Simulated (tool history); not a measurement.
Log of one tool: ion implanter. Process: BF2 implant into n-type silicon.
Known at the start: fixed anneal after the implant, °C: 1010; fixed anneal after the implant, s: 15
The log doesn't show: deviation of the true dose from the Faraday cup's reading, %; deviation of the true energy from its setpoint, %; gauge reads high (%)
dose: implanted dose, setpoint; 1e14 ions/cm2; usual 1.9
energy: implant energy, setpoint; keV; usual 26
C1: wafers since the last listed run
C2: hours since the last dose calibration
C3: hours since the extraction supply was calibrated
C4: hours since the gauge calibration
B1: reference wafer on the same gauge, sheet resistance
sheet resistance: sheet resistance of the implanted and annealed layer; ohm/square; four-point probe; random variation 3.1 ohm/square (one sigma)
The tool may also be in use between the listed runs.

Run 1, hour 0: usual settings but dose 2.33 1e14 ions/cm2, energy 21.5 keV; C1 0; C2 927.9; C3 5326.3; C4 102.6; B1 633.96. Result: sheet resistance 464.71 ohm/square.
Run 2, hour 11.4: usual settings but dose 2.33 1e14 ions/cm2, energy 21.5 keV; C1 179; C2 939.3; C3 5337.7; C4 114; B1 634.75. Result: sheet resistance 465.43 ohm/square.
Run 3, hour 27.3: usual settings; C1 250; C2 955.2; C3 5353.6; C4 129.9; B1 633.94. Result: sheet resistance 541.7 ohm/square.
Run 4, hour 37.8: usual settings; C1 165; C2 965.7; C3 5364.1; C4 140.4; B1 634.68. Result: sheet resistance 547.65 ohm/square.
Run 5, hour 49: usual settings; C1 176; C2 976.9; C3 5375.3; C4 151.6; B1 634.73. Result: sheet resistance 543.06 ohm/square.
Run 6, hour 79.1: usual settings but energy 29 keV; C1 474; C2 1007; C3 5405.4; C4 181.7; B1 634.32. Result: sheet resistance 541.49 ohm/square.
Run 7, hour 96.4: usual settings but energy 29 keV; C1 273; C2 1024.3; C3 5422.7; C4 199; B1 634.28. Result: sheet resistance 536.27 ohm/square.
At hour 100.3: gauge calibrated.
Run 8, hour 102.6: usual settings but dose 1.37 1e14 ions/cm2, energy 29.5 keV; C1 97; C2 1030.5; C3 5428.9; C4 2.3; B1 634.49. Result: sheet resistance 703.38 ohm/square.
At hour 114.1: extraction supply calibrated.
Run 9, hour 114.5: usual settings but dose 1.75 1e14 ions/cm2; C1 61; C2 1042.4; C3 0.4; C4 14.2; B1 634.14. Result: sheet resistance 584.62 ohm/square.
Run 10, hour 123.7: usual settings but energy 32 keV; C1 145; C2 1051.6; C3 9.6; C4 23.4; B1 634.84. Result: sheet resistance 533.02 ohm/square.
Run 11, hour 131: usual settings; C1 115; C2 1058.9; C3 16.9; C4 30.7; B1 632.87. Result: sheet resistance 547.91 ohm/square.
Run 12, hour 148.3: usual settings but dose 1.37 1e14 ions/cm2, energy 29.5 keV; C1 273; C2 1076.2; C3 34.2; C4 48; B1 634.28. Result: sheet resistance 701.13 ohm/square.
At hour 160.7: Faraday cup replaced and dose calibrated.
Run 13, hour 161.2: usual settings but dose 1.68 1e14 ions/cm2, energy 33.5 keV; C1 77; C2 0.5; C3 47.1; C4 60.9; B1 634.22. Result: sheet resistance 584.63 ohm/square.
Run 14, hour 167.4: usual settings but dose 2.26 1e14 ions/cm2, energy 30 keV; C1 97; C2 6.7; C3 53.3; C4 67.1; B1 634.64. Result: sheet resistance 459.35 ohm/square.
Run 15, hour 202.9: usual settings but dose 2.15 1e14 ions/cm2, energy 34.5 keV; C1 560; C2 42.2; C3 88.8; C4 102.6; B1 633.09. Result: sheet resistance 483.85 ohm/square.

Hidden state at the last listed run before each entry between runs and at the first one after, where it differs:
Between runs 7 and 8: gauge calibrated (hour 100.3)
  no hidden state differs between the two runs
Between runs 8 and 9: extraction supply calibrated (hour 114.1)
  no hidden state differs between the two runs
Between runs 12 and 13: Faraday cup replaced and dose calibrated (hour 160.7)
  no hidden state differs between the two runs
